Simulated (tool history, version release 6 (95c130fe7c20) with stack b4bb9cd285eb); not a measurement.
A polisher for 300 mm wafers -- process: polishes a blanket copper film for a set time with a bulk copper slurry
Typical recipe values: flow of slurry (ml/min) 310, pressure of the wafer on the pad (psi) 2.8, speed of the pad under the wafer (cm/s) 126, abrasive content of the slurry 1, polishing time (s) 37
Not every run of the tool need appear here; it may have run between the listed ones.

| run | hour | flow of slurry (ml/min) | pressure of the wafer on the pad (psi) | speed of the pad under the wafer (cm/s) | abrasive content of the slurry | polishing time (s) | incoming thickness of the incoming film, nm | film removed (Å) |
|---|---|---|---|---|---|---|---|---|
| 1 | 0 | 310 | 2.8 | 126 | 1 | 37 | 3476.1 | 4124 |
| 2 | 20.5 | 310 | 2.8 | 92 | 1 | 37 | 3475.2 | 3038 |
| 3 | 33 | 310 | 2.8 | 92 | 1 | 37 | 3526.3 | 2985 |
| 4 | 75 | 310 | 2.8 | 92 | 1 | 37 | 3415.2 | 2993 |
|  | 100.9 | slurry blender recalibrated |
| 5 | 101.7 | 310 | 2.8 | 126 | 1 | 37 | 3406.8 | 4119 |
| 6 | 132.1 | 310 | 2.8 | 126 | 1 | 37 | 3498.1 | 3979 |
|  | 137 | worn pad replaced by a new one |
| 7 | 166.4 | 310 | 2.8 | 126 | 1 | 37 | 3493.5 | 3916 |
| 8 | 182.8 | 310 | 2.8 | 126 | 1 | 37 | 3528.1 | 3845 |
|  | 220.7 | worn pad replaced by a new one, repeated, since the last time left the tool worse |
| 9 | 249 | 310 | 2.8 | 126 | 1 | 37 | 3522.2 | 4162 |
| 10 | 277.1 | 370 | 2.8 | 126 | 1 | 47 | 3403.1 | 5360 |
|  | 286.2 | head pressure recalibrated |
| 11 | 298.2 | 235 | 3.2 | 126 | 1 | 46 | 3486.6 | 5532 |
|  | 329.5 | slurry blender recalibrated |
|  | 343.2 | slurry nozzle cleaned |
|  | 360.6 | worn pad replaced by a new one |
| 12 | 374.2 | 310 | 2.8 | 126 | 1 | 37 | 3471.6 | 4160 |
| 13 | 396.9 | 345 | 2.8 | 84 | 1.15 | 37 | 3441.2 | 2829 |
| 14 | 419.4 | 375 | 2.8 | 126 | 1 | 37 | 3439.1 | 4233 |
| 15 | 450.5 | 310 | 2.1 | 126 | 1 | 33 | 3518.6 | 2864 |
| 16 | 466.2 | 310 | 3.2 | 126 | 1 | 37 | 3495.7 | 4531 |
|  | 488.9 | worn pad replaced by a new one |
| 17 | 501.7 | 310 | 2.8 | 126 | 1 | 45 | 3543.6 | 5028 |
| 18 | 519.8 | 310 | 2.8 | 138 | 1.25 | 37 | 3448.6 | 4700 |
|  | 597.7 | slurry blender recalibrated |
| 19 | 600.6 | 310 | 2.8 | 126 | 1 | 37 | 3418.1 | 4027 |

Here are 3 independent what-if runs from the current tool condition. What would each one return?
| A | 601 | 310 | 2.8 | 126 | 1 | 37 | 3518.7 | ? |
| B | 601 | 310 | 3.2 | 126 | 1.1 | 37 | 3518.7 | ? |
| C | 601 | 310 | 2.8 | 86 | 1 | 37 | 3518.7 | ? |

| run | film removed (Å) |
|---|---|
| A | 4085 |
| B | 4651 |
| C | 2788 |
With no hidden state in the tool, these same runs would have given:
| run | film removed (Å) |
|---|---|
| A | 4215 |
| B | 4799 |
| C | 2877 |

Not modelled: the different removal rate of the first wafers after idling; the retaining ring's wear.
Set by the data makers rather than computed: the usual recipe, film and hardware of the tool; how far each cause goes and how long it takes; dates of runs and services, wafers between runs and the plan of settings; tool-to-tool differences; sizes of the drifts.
